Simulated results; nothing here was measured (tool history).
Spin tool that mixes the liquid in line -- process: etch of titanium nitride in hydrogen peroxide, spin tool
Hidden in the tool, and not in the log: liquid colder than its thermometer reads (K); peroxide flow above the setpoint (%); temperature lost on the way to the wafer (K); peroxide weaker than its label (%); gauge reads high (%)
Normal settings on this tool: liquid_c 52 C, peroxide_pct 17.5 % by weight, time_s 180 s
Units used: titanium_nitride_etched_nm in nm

run,hour,liquid_c,peroxide_pct,time_s,wafers since the last listed run,hours since the thermometer was replaced,hours since the peroxide flow meter was replaced,hours since the heated supply line was repaired,hours since the drum of peroxide was connected,hours since the gauge calibration,"read-back film thickness of the titanium nitride reference wafer, read on the same gauge (nm)",titanium_nitride_etched_nm
1,0,52,17.5,180,0,483.7,1915.9,1556.6,323.6,168.8,140,9.71
2,34.2,52,17.5,180,325,517.9,1950.1,1590.8,357.8,203,139.99,9.72
3,53.6,52,17.5,180,184,537.3,1969.5,1610.2,377.2,222.4,140.01,9.62
4,94.5,52,17.5,180,388,578.2,2010.4,1651.1,418.1,263.3,139.96,9.59
5,117.5,52,17.5,180,218,601.2,2033.4,1674.1,441.1,286.3,139.99,9.75
6,134.8,52,17.5,180,164,618.5,2050.7,1691.4,458.4,303.6,139.95,9.58
7,163.9,52,17.5,180,276,647.6,2079.8,1720.5,487.5,332.7,140.02,9.59
# hour 178.5: new drum of peroxide connected
8,194.6,52,17.5,180,282,678.3,2110.5,1751.2,16.1,363.4,140.01,9.44
9,230,56,17.5,180,336,713.7,2145.9,1786.6,51.5,398.8,140.02,12.66
10,248.8,60,14,90,178,732.5,2164.7,1805.4,70.3,417.6,140,7.81
11,281.5,52,17.5,245,310,765.2,2197.4,1838.1,103,450.3,140,12.67
# hour 305.6: thermometer replaced
12,311.5,52,16,255,275,5.9,2227.4,1868.1,133,480.3,140,14.24
13,332,52,17.5,180,194,26.4,2247.9,1888.6,153.5,500.8,139.99,10.27
# hour 332.9: gauge calibrated
14,355.7,55.5,17.5,180,225,50.1,2271.6,1912.3,177.2,22.8,140.02,13.11
# hour 363.2: peroxide flow meter replaced
15,381.8,52,21,260,238,76.2,18.6,1938.4,203.3,48.9,140.02,15.29
16,416.8,52,17.5,180,332,111.2,53.6,1973.4,238.3,83.9,139.97,10.19
17,441.3,47,17.5,285,232,135.7,78.1,1997.9,262.8,108.4,139.99,11.18
18,468.3,52,17.5,180,256,162.7,105.1,2024.9,289.8,135.4,139.98,10.03
19,504.1,52,17.5,180,340,198.5,140.9,2060.7,325.6,171.2,140.01,9.98
# hour 511.5: heated supply line repaired
20,535.1,49,21,230,285,229.5,171.9,23.6,356.6,202.2,139.98,10.73
21,558.9,52,17.5,125,226,253.3,195.7,47.4,380.4,226,140.01,6.97
22,663,61,21.5,75,989,357.4,299.8,151.5,484.5,330.1,139.98,8.09
# hour 720.6: new drum of peroxide connected
23,721.1,52,17.5,180,542,415.5,357.9,209.6,0.5,388.2,140.03,9.79
24,735,52,17.5,180,132,429.4,371.8,223.5,14.4,402.1,140,9.86

Give the tool's hidden conditions for every run:
peroxide flow above the setpoint (%): 0 on each run
temperature lost on the way to the wafer (K): 0 on each run
peroxide weaker than its label (%): 0 on each run
gauge reads high (%): 0 on each run
H1: liquid colder than its thermometer reads (K)
run,H1
1,0.903
2,0.953
3,0.982
4,1.04
5,1.08
6,1.1
7,1.14
8,1.19
9,1.24
10,1.27
11,1.32
12,0.156
13,0.186
14,0.221
15,0.26
16,0.311
17,0.347
18,0.387
19,0.44
20,0.485
21,0.52
22,0.674
23,0.759
24,0.78

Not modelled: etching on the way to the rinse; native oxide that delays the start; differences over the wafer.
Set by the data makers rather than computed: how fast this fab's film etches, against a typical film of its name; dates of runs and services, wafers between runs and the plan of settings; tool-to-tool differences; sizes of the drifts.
